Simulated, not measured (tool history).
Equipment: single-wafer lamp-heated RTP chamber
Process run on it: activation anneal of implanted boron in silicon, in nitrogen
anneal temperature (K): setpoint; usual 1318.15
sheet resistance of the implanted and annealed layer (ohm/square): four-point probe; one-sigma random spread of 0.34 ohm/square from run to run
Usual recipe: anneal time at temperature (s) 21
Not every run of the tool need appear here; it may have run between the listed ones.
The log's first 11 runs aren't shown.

| run | day | anneal temperature (K) | anneal time at temperature (s) | read-back reference wafer on the same gauge, sheet resistance | sheet resistance of the implanted and annealed layer (ohm/square) |
|---|---|---|---|---|---|
| 12 | 35.821 | 1334.15 | 28 | 244.98 | 221.10 |
|  | 37.654 | reflector plate cleaned |
| 13 | 37.758 | 1334.15 | 28 | 244.92 | 221.81 |
| 14 | 40.358 | 1318.15 | 21 | 245.00 | 223.84 |
| 15 | 42.300 | 1304.15 | 27 | 245.02 | 223.83 |
| 16 | 44.592 | 1340.15 | 17 | 245.01 | 223.66 |
| 17 | 48.225 | 1318.15 | 21 | 245.09 | 223.69 |
|  | 49.608 | pyrometer window cleaned and pyrometer calibrated |
|  | 50.554 | gauge calibrated |
| 18 | 51.667 | 1318.15 | 21 | 245.03 | 223.66 |
| 19 | 55.925 | 1304.15 | 21 | 245.01 | 224.44 |
| 20 | 57.767 | 1328.15 | 9 | 244.94 | 225.45 |
| 21 | 60.758 | 1347.15 | 14 | 245.00 | 223.21 |
| 22 | 63.867 | 1338.15 | 28 | 244.97 | 221.79 |
| 23 | 65.604 | 1309.15 | 21 | 245.02 | 224.18 |
| 24 | 68.396 | 1294.15 | 27 | 245.05 | 224.74 |
|  | 71.450 | reflector plate cleaned |
| 25 | 71.621 | 1297.15 | 29 | 245.04 | 224.16 |
| 26 | 74.692 | 1301.15 | 21 | 244.95 | 225.11 |
|  | 77.292 | pyrometer window cleaned and pyrometer calibrated |
| 27 | 78.096 | 1335.15 | 11 | 245.04 | 224.57 |
| 28 | 81.654 | 1318.15 | 21 | 245.04 | 224.01 |
| 29 | 85.233 | 1318.15 | 21 | 245.02 | 223.83 |
| 30 | 89.550 | 1288.15 | 11 | 245.04 | 226.36 |
| 31 | 92.100 | 1346.15 | 25 | 244.97 | 221.08 |
| 32 | 95.521 | 1345.15 | 25 | 244.95 | 221.03 |
| 33 | 99.104 | 1318.15 | 21 | 245.03 | 223.94 |
|  | 100.833 | pyrometer window cleaned and pyrometer calibrated |
|  | 105.142 | reflector plate cleaned |
| 34 | 105.633 | 1304.15 | 14 | 245.00 | 225.53 |
| 35 | 108.967 | 1318.15 | 21 | 245.03 | 224.03 |

Predict each of these 5 candidate next runs independently; none follows another, all start after run 35:
| A | 108.983 | 1318.15 | 21 | ? | ? |
| B | 108.983 | 1333.15 | 13 | ? | ? |
| C | 108.983 | 1339.15 | 10 | ? | ? |
| D | 108.983 | 1344.15 | 14 | ? | ? |
| E | 108.983 | 1296.15 | 14 | ? | ? |

| run | read-back reference wafer on the same gauge, sheet resistance | sheet resistance of the implanted and annealed layer (ohm/square) |
|---|---|---|
| A | 245.02 | 224.02 |
| B | 245.02 | 224.49 |
| C | 245.02 | 224.90 |
| D | 245.02 | 223.77 |
| E | 245.02 | 225.87 |
Take away the tool's hidden state, keep each run's random variation, and the runs would have read:
| run | sheet resistance of the implanted and annealed layer (ohm/square) |
|---|---|
| A | 224.02 |
| B | 224.49 |
| C | 224.90 |
| D | 223.77 |
| E | 225.87 |
